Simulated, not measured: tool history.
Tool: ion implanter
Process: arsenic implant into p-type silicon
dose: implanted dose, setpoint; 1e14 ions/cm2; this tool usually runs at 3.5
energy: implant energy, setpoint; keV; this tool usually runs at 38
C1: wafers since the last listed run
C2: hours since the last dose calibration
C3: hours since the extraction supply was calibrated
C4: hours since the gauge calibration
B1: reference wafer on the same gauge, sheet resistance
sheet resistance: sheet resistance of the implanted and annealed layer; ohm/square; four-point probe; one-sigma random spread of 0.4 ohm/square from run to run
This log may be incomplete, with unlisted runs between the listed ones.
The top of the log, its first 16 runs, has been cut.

run 17 hour=270.2 | dose=4.15 energy=38 | C1=197 C2=1466.5 C3=98.6 C4=448.6 | B1=217.11 | sheet_resistance=226.32
run 18 hour=287.9 | dose=3.5 energy=38 | C1=258 C2=1484.2 C3=116.3 C4=466.3 | B1=216.94 | sheet_resistance=256.83
-- hour=296 Faraday cup replaced and dose calibrated
run 19 hour=297.9 | dose=4.3 energy=51.5 | C1=29 C2=1.9 C3=126.3 C4=476.3 | B1=217.09 | sheet_resistance=215.7
run 20 hour=305.4 | dose=3.5 energy=38 | C1=109 C2=9.4 C3=133.8 C4=483.8 | B1=217.1 | sheet_resistance=263.68
run 21 hour=319.5 | dose=3.5 energy=38 | C1=206 C2=23.5 C3=147.9 C4=497.9 | B1=217.02 | sheet_resistance=263.99
run 22 hour=334.7 | dose=4.11 energy=47 | C1=222 C2=38.7 C3=163.1 C4=513.1 | B1=216.95 | sheet_resistance=225.98
run 23 hour=350.4 | dose=4.44 energy=38 | C1=229 C2=54.4 C3=178.8 C4=528.8 | B1=216.97 | sheet_resistance=219.94
run 24 hour=362 | dose=2.95 energy=31.5 | C1=169 C2=66 C3=190.4 C4=540.4 | B1=217.02 | sheet_resistance=307.66
run 25 hour=369.3 | dose=3.5 energy=38 | C1=106 C2=73.3 C3=197.7 C4=547.7 | B1=217.06 | sheet_resistance=263.49
run 26 hour=386.2 | dose=4.26 energy=29.5 | C1=247 C2=90.2 C3=214.6 C4=564.6 | B1=217.13 | sheet_resistance=236.5
run 27 hour=403.1 | dose=3.5 energy=45 | C1=247 C2=107.1 C3=231.5 C4=581.5 | B1=217.08 | sheet_resistance=256.31
run 28 hour=415 | dose=3.5 energy=38 | C1=173 C2=119 C3=243.4 C4=593.4 | B1=216.97 | sheet_resistance=263.09
-- hour=415.4 gauge calibrated
run 29 hour=427.2 | dose=4.14 energy=32.5 | C1=178 C2=131.2 C3=255.6 C4=11.8 | B1=216.95 | sheet_resistance=237.4
run 30 hour=433.7 | dose=3.5 energy=38 | C1=95 C2=137.7 C3=262.1 C4=18.3 | B1=217.06 | sheet_resistance=262.96
run 31 hour=449.5 | dose=3.5 energy=46 | C1=230 C2=153.5 C3=277.9 C4=34.1 | B1=217.03 | sheet_resistance=255.75
run 32 hour=458.3 | dose=4.31 energy=41.5 | C1=128 C2=162.3 C3=286.7 C4=42.9 | B1=217.08 | sheet_resistance=222.23
run 33 hour=468.4 | dose=3.5 energy=43 | C1=147 C2=172.4 C3=296.8 C4=53 | B1=216.9 | sheet_resistance=257.82

Predict the results of run 34:
run 34 hour=476.6 | dose=2.66 energy=34.5 | C1=119 C2=180.6 C3=305 C4=61.2 | B1=? | sheet_resistance=?

{"run 34": {"B1": 216.87, "sheet resistance": 326.16}}
Without the tool's hidden state the same run would have given sheet resistance 327.09 ohm/square.
